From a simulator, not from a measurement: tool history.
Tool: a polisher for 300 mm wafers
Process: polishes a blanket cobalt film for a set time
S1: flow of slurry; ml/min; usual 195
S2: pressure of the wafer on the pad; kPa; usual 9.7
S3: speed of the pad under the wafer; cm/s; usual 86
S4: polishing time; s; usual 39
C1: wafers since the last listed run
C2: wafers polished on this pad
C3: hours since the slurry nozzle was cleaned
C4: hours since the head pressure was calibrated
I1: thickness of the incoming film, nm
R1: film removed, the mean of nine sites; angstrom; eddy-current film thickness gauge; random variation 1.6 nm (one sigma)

| run | hour | S1 | S2 | S3 | S4 | C1 | C2 | C3 | C4 | I1 | R1 |
|---|---|---|---|---|---|---|---|---|---|---|---|
| 1 | 0 | 155 | 9.7 | 86 | 39 | 0 | 1068 | 10.1 | 805.7 | 1057.9 | 1173 |
| 2 | 28.1 | 155 | 9.7 | 86 | 39 | 374 | 1442 | 38.2 | 833.8 | 1045.3 | 1145 |
| 3 | 50.7 | 155 | 9.7 | 86 | 39 | 300 | 1743 | 60.8 | 856.4 | 1048.4 | 1176 |
|  | 60.2 | worn pad replaced by a new one |
| 4 | 79.2 | 245 | 9.7 | 86 | 39 | 326 | 252 | 89.3 | 884.9 | 1061.2 | 1243 |
| 5 | 104.1 | 245 | 9.7 | 86 | 39 | 331 | 583 | 114.2 | 909.8 | 1060.4 | 1207 |
| 6 | 134.7 | 245 | 9.7 | 86 | 39 | 407 | 991 | 144.8 | 940.4 | 1057.7 | 1194 |
| 7 | 166.3 | 195 | 9.7 | 86 | 39 | 420 | 1411 | 176.4 | 972 | 1071.5 | 1159 |
| 8 | 185.8 | 195 | 9.7 | 86 | 39 | 259 | 1671 | 195.9 | 991.5 | 1042.4 | 1143 |
|  | 217.4 | worn pad replaced by a new one |
| 9 | 217.9 | 195 | 9.7 | 86 | 39 | 374 | 6 | 228 | 1023.6 | 1055.8 | 1120 |
| 10 | 251.1 | 195 | 9 | 86 | 39 | 441 | 448 | 261.2 | 1056.8 | 1060.2 | 1064 |
| 11 | 281.2 | 195 | 9 | 86 | 39 | 400 | 849 | 291.3 | 1086.9 | 1039.7 | 1078 |
| 12 | 309.2 | 195 | 9 | 86 | 39 | 372 | 1222 | 319.3 | 1114.9 | 1061.5 | 1083 |
| 13 | 321.3 | 195 | 9.7 | 86 | 39 | 161 | 1383 | 331.4 | 1127 | 1070 | 1149 |
|  | 340.7 | worn pad replaced by a new one |
| 14 | 349.8 | 195 | 6.2 | 86 | 39 | 326 | 120 | 359.9 | 1155.5 | 1038.8 | 804 |
|  | 356.7 | head pressure recalibrated |
| 15 | 366.8 | 195 | 9.7 | 86 | 39 | 199 | 320 | 376.9 | 10.1 | 1063.9 | 1130 |
| 16 | 392.1 | 195 | 7.6 | 100 | 39 | 336 | 657 | 402.2 | 35.4 | 1054.6 | 1034 |
| 17 | 414.2 | 220 | 7.6 | 86 | 33 | 294 | 951 | 424.3 | 57.5 | 1077.3 | 827 |

The next listed run, before its measurement:
| 18 | 446 | 195 | 9.7 | 86 | 39 | 423 | 1374 | 456.1 | 89.3 | 1043.8 | ? |

Run 18 gave R1 1105 angstrom.
Without the tool's hidden state the same run would have given R1 1258 angstrom.
